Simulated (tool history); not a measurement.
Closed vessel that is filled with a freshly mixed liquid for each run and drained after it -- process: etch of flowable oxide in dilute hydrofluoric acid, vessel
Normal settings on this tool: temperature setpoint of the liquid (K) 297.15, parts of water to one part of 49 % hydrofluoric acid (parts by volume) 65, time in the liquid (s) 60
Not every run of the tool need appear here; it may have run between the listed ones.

run	hour	temperature setpoint of the liquid (K)	parts of water to one part of 49 % hydrofluoric acid (parts by volume)	time in the liquid (s)	wafers since the last listed run	hours since the thermometer was replaced	hours since the hydrofluoric acid flow meter was replaced	hours since the gauge calibration	read-back film thickness of the flowable oxide reference wafer, read on the same gauge (nm)	thickness taken off the flowable oxide on a monitor wafer (Å)
1	0.0	299.15	65	45	0	1568.6	1443.1	303.1	69.96	301.8
2	38.1	299.15	65	45	4101	1606.7	1481.2	341.2	69.97	302.5
3	77.0	297.15	65	80	4187	1645.6	1520.1	380.1	70.01	499.2
4	128.3	297.15	65	80	5522	1696.9	1571.4	431.4	69.99	494.4
5	168.2	297.15	65	80	4294	1736.8	1611.3	471.3	70.02	495.0
6	208.4	297.15	65	60	4327	1777.0	1651.5	511.5	70.01	373.8
7	241.2	297.15	65	60	3530	1809.8	1684.3	544.3	70.01	370.7
8	281.3	297.15	65	60	4316	1849.9	1724.4	584.4	69.98	373.2
9	311.0	297.15	65	60	3197	1879.6	1754.1	614.1	70.00	372.4
10	350.8	297.15	65	60	4284	1919.4	1793.9	653.9	70.00	371.9
11	400.0	297.15	65	60	5296	1968.6	1843.1	703.1	70.01	371.0
12	451.0	297.15	65	60	5489	2019.6	1894.1	754.1	70.00	373.1
13	482.7	297.15	65	60	3412	2051.3	1925.8	785.8	69.97	373.9
14	551.2	298.15	65	60	7373	2119.8	1994.3	854.3	70.01	387.1
15	614.4	298.15	65	60	6803	2183.0	2057.5	917.5	69.97	389.3
16	661.5	298.15	65	60	5070	2230.1	2104.6	964.6	70.00	390.4
17	693.6	297.15	45	40	3455	2262.2	2136.7	996.7	69.98	368.6
18	736.9	297.15	65	60	4660	2305.5	2180.0	1040.0	70.01	374.9
19	787.5	297.15	50	45	5446	2356.1	2230.6	1090.6	70.00	370.2
20	833.0	301.15	45	50	4897	2401.6	2276.1	1136.1	70.03	542.6
21	871.1	297.15	90	60	4101	2439.7	2314.2	1174.2	70.01	262.8
22	933.3	297.15	65	60	6695	2501.9	2376.4	1236.4	70.02	373.8
23	961.8	299.65	40	85	3067	2530.4	2404.9	1264.9	69.97	992.3
24	991.6	297.15	40	90	3207	2560.2	2434.7	1294.7	70.01	930.6
25	1059.1	301.15	50	45	7265	2627.7	2502.2	1362.2	69.98	438.4
# hour 1070.0: thermometer replaced
26	1090.2	293.65	80	70	3240	20.2	2533.3	1393.3	70.02	315.9
# hour 1093.5: gauge calibrated
27	1142.6	299.65	75	60	5640	72.6	2585.7	49.1	70.04	370.6
# hour 1146.8: hydrofluoric acid flow meter replaced
28	1191.1	294.65	65	80	5113	121.1	44.3	97.6	70.00	444.2
29	1262.8	300.65	65	60	7718	192.8	116.0	169.3	69.97	427.9
30	1314.3	297.15	65	60	5543	244.3	167.5	220.8	70.03	370.8
31	1368.3	297.15	65	60	5812	298.3	221.5	274.8	69.98	374.1
32	1405.3	299.65	40	85	3982	335.3	258.5	311.8	70.01	976.0
33	1446.0	297.15	95	60	4381	376.0	299.2	352.5	69.97	244.4
34	1487.9	299.65	65	35	4510	417.9	341.1	394.4	70.03	238.8

Branching from run 34: 3 alternative next runs. What would each branch give?
A	1488.6	297.15	65	60	75	418.6	341.8	395.1	?	?
B	1488.6	294.15	55	60	75	418.6	341.8	395.1	?	?
C	1488.6	295.65	80	30	75	418.6	341.8	395.1	?	?

run	read-back film thickness of the flowable oxide reference wafer, read on the same gauge (nm)	thickness taken off the flowable oxide on a monitor wafer (Å)
A	70.01	373.0
B	70.01	394.3
C	70.01	139.9
With the hidden condition removed and each run's random variation left untouched, the same runs would have given:
run	thickness taken off the flowable oxide on a monitor wafer (Å)
A	372.5
B	393.8
C	139.7

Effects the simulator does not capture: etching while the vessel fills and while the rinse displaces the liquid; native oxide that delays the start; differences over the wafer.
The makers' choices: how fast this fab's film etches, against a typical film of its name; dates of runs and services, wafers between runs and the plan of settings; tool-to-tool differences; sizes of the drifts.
